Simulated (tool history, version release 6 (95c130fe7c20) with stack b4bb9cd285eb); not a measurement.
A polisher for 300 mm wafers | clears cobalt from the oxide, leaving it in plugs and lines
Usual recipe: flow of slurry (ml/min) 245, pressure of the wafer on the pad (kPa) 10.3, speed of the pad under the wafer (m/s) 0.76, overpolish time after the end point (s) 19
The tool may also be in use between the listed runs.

| run | hour | flow of slurry (ml/min) | pressure of the wafer on the pad (kPa) | speed of the pad under the wafer (m/s) | overpolish time after the end point (s) | wafers since the last listed run | wafers polished on this pad | hours since the slurry nozzle was cleaned | hours since the head pressure was calibrated | incoming thickness of the incoming film, nm | time until the end point was called (s) | dishing of a wide line in a test structure (Å) |
|---|---|---|---|---|---|---|---|---|---|---|---|---|
| 1 | 0 | 245 | 8.3 | 0.76 | 19 | 0 | 896 | 227 | 611 | 190.3 | 72.7 | 378 |
|  | 10.4 | worn pad replaced by a new one |
| 2 | 10.9 | 245 | 8.3 | 0.76 | 19 | 93 | 6 | 237.9 | 621.9 | 188 | 71.1 | 384 |
| 3 | 22.9 | 245 | 11.7 | 0.76 | 19 | 163 | 169 | 249.9 | 633.9 | 187.7 | 50.6 | 469 |
| 4 | 37.6 | 245 | 11.7 | 0.76 | 19 | 200 | 369 | 264.6 | 648.6 | 190.5 | 51 | 463 |
| 5 | 45.7 | 245 | 11.7 | 0.76 | 19 | 110 | 480 | 272.7 | 656.7 | 188 | 49.7 | 476 |
| 6 | 52.7 | 245 | 10.3 | 0.76 | 19 | 95 | 575 | 279.7 | 663.7 | 189.4 | 57.7 | 435 |
| 7 | 70.4 | 245 | 10.3 | 0.76 | 19 | 241 | 816 | 297.4 | 681.4 | 186.6 | 56.1 | 441 |
| 8 | 86.5 | 245 | 10.3 | 0.76 | 19 | 219 | 1035 | 313.5 | 697.5 | 190.9 | 56.5 | 435 |
|  | 95.3 | worn pad replaced by a new one |
| 9 | 95.8 | 305 | 10.3 | 0.76 | 19 | 72 | 6 | 322.8 | 706.8 | 190.7 | 56.8 | 448 |
|  | 105.2 | head pressure recalibrated |
| 10 | 109.6 | 305 | 10.3 | 0.76 | 19 | 160 | 167 | 336.6 | 4.4 | 187.8 | 61.3 | 416 |
| 11 | 117.5 | 310 | 11.7 | 0.76 | 19 | 107 | 274 | 344.5 | 12.3 | 188.6 | 53.2 | 453 |
| 12 | 129.1 | 245 | 10.3 | 0.76 | 19 | 157 | 432 | 356.1 | 23.9 | 193 | 61.3 | 405 |
| 13 | 143.5 | 245 | 10.3 | 0.76 | 19 | 196 | 628 | 370.5 | 38.3 | 185.8 | 61.4 | 411 |
| 14 | 157.8 | 195 | 9 | 0.84 | 12 | 194 | 823 | 384.8 | 52.6 | 189.3 | 67 | 280 |
| 15 | 169.9 | 245 | 10.3 | 0.76 | 19 | 164 | 988 | 396.9 | 64.7 | 186.2 | 59.6 | 423 |
|  | 178.1 | worn pad replaced by a new one |
| 16 | 183.4 | 245 | 10.3 | 0.84 | 25 | 129 | 71 | 410.4 | 78.2 | 187.9 | 55.9 | 509 |
|  | 189.7 | slurry nozzle cleaned |
| 17 | 199 | 290 | 10.3 | 0.54 | 19 | 198 | 270 | 9.3 | 93.8 | 189 | 71.7 | 359 |
| 18 | 246.6 | 245 | 8.3 | 0.58 | 19 | 648 | 918 | 56.9 | 141.4 | 188.3 | 84.4 | 330 |
| 19 | 256.7 | 245 | 11.7 | 0.84 | 12 | 137 | 1056 | 67 | 151.5 | 186.9 | 49.5 | 358 |
|  | 268.6 | worn pad replaced by a new one |
| 20 | 269.1 | 245 | 10.3 | 0.54 | 12 | 114 | 6 | 79.4 | 163.9 | 189.6 | 69.9 | 274 |
| 21 | 272.7 | 245 | 10.3 | 0.54 | 12 | 49 | 55 | 83 | 167.5 | 190.4 | 71.6 | 272 |
| 22 | 279.9 | 245 | 10.3 | 0.84 | 10 | 98 | 153 | 90.2 | 174.7 | 188 | 53.6 | 289 |
| 23 | 296.5 | 245 | 10.3 | 0.76 | 12 | 226 | 380 | 106.8 | 191.3 | 191.2 | 58.1 | 319 |
| 24 | 304.9 | 265 | 11.7 | 0.68 | 19 | 114 | 494 | 115.2 | 199.7 | 190.1 | 54.2 | 453 |
| 25 | 316.5 | 205 | 9 | 0.76 | 29 | 157 | 652 | 126.8 | 211.3 | 189.3 | 68.4 | 508 |
| 26 | 332.4 | 245 | 10.3 | 0.76 | 19 | 216 | 868 | 142.7 | 227.2 | 191.3 | 59.1 | 422 |

Forecast each of these 4 alternatives for the next run:
| A | 332.8 | 245 | 10.3 | 0.76 | 19 | 5 | 874 | 143.1 | 227.6 | 193.9 | ? | ? |
| B | 332.8 | 245 | 6.9 | 0.52 | 26 | 5 | 874 | 143.1 | 227.6 | 193.9 | ? | ? |
| C | 332.8 | 320 | 10.3 | 0.76 | 19 | 5 | 874 | 143.1 | 227.6 | 193.9 | ? | ? |
| D | 332.8 | 245 | 10.3 | 0.76 | 30 | 5 | 874 | 143.1 | 227.6 | 193.9 | ? | ? |

| run | time until the end point was called (s) | dishing of a wide line in a test structure (Å) |
|---|---|---|
| A | 58 | 423 |
| B | 108.9 | 345 |
| C | 56.8 | 428 |
| D | 58 | 542 |
The same runs, with their run-to-run variation unchanged, on a tool lacking any hidden condition would have given:
| run | time until the end point was called (s) | dishing of a wide line in a test structure (Å) |
|---|---|---|
| A | 63 | 402 |
| B | 118.4 | 325 |
| C | 61.8 | 407 |
| D | 63 | 521 |

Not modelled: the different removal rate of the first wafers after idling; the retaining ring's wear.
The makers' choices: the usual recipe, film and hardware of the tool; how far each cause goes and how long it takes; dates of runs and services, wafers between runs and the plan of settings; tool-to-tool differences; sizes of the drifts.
